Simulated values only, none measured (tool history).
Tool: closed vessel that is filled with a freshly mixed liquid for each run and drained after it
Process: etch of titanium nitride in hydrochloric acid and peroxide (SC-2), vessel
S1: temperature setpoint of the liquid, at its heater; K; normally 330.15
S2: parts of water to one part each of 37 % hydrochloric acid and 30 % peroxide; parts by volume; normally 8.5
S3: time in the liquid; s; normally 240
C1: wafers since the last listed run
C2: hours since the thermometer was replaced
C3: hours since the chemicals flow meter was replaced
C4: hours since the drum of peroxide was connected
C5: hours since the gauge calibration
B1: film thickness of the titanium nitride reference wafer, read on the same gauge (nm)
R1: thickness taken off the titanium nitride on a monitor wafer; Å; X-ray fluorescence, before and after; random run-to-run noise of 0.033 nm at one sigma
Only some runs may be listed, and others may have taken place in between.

run,hour,S1,S2,S3,C1,C2,C3,C4,C5,B1,R1
1,0,330.15,8.5,240,0,336,351.8,714.5,1724.5,119.99,78.7
# hour 41: new drum of peroxide connected
2,53.6,330.15,6,240,4237,389.6,405.4,12.6,1778.1,120,107.2
3,114.5,330.15,6,240,4905,450.5,466.3,73.5,1839,120,107.4
4,294.5,330.15,6,240,14499,630.5,646.3,253.5,2019,120.02,106.9
# hour 330.8: thermometer replaced
5,336.1,330.15,10.5,240,3270,5.3,687.9,295.1,2060.6,120.02,66.9
6,426.7,330.15,8.5,330,7298,95.9,778.5,385.7,2151.2,119.99,110
7,493.8,330.15,9.5,160,5405,163,845.6,452.8,2218.3,120.01,48.1
# hour 554.7: chemicals flow meter replaced
8,555.2,330.15,8.5,240,4865,224.4,0.5,514.2,2279.7,120.03,79.4
9,615.3,330.15,8.5,165,4841,284.5,60.6,574.3,2339.8,120.02,54.5
10,662.1,336.15,8.5,145,3769,331.3,107.4,621.1,2386.6,119.97,69.6
# hour 731.7: new drum of peroxide connected
11,754,330.15,8.5,355,7322,423.2,199.3,22.3,2478.5,120.02,121.7
12,834.3,320.15,8.5,240,6468,503.5,279.6,102.6,2558.8,119.98,42.2
13,929.4,330.15,8.5,385,7660,598.6,374.7,197.7,2653.9,120.02,131.4
14,971.8,335.65,11.5,170,3415,641,417.1,240.1,2696.3,119.99,63.1
15,1038.4,330.15,8.5,320,5364,707.6,483.7,306.7,2762.9,120,108.8
# hour 1079.5: thermometer replaced
16,1128,334.15,8.5,165,7137,48.5,573.3,396.3,2852.5,120.01,70.3
# hour 1150: gauge calibrated
17,1216,330.15,8.5,240,7088,136.5,661.3,484.3,66,120.03,79.5
18,1282.4,321.15,5.5,375,5348,202.9,727.7,550.7,132.4,119.99,96.4
19,1330.7,330.15,8.5,310,3890,251.2,776,599,180.7,119.98,102.3
20,1431.1,327.15,8.5,150,8087,351.6,876.4,699.4,281.1,120,40.8
# hour 1475.8: chemicals flow meter replaced
21,1500.2,330.15,8.5,240,5485,420.7,24.4,768.5,350.2,120.02,78.8
# hour 1579.5: new drum of peroxide connected
22,1602,325.65,7.5,310,8119,522.5,126.2,22.5,452,120.02,87.6
23,1686.9,322.15,8.5,335,6839,607.4,211.1,107.4,536.9,119.98,67.5
# hour 1920.7: thermometer replaced
24,1991.5,330.15,8.5,310,24456,70.8,515.7,412,841.5,119.99,103
25,2064.6,330.15,12,105,5888,143.9,588.8,485.1,914.6,119.99,26
26,2117.5,322.65,10,200,4261,196.8,641.7,538,967.5,120.01,35.2
27,2199.2,330.15,8.5,240,6581,278.5,723.4,619.7,1049.2,120.01,78.7
28,2271.1,322.65,8.5,185,5791,350.4,795.3,691.6,1121.1,119.98,37.2
29,2375.7,326.15,8.5,180,8425,455,899.9,796.2,1225.7,119.99,45.3

Consider 4 possible next runs. They are alternatives, not a sequence: every one starts from the tool as it was left by run 29. What does each give?
A,2376.4,330.15,8.5,240,56,455.7,900.6,796.9,1226.4,?,?
B,2376.4,330.15,4.5,170,56,455.7,900.6,796.9,1226.4,?,?
C,2376.4,322.15,7,240,56,455.7,900.6,796.9,1226.4,?,?
D,2376.4,333.15,8.5,240,56,455.7,900.6,796.9,1226.4,?,?

run,B1,R1
A,120,78.1
B,120,89.7
C,120,54.1
D,120,94.4
With the hidden condition removed and each run's random variation left untouched, the same runs would have given:
run,R1
A,81.1
B,92.8
C,56.1
D,98.1
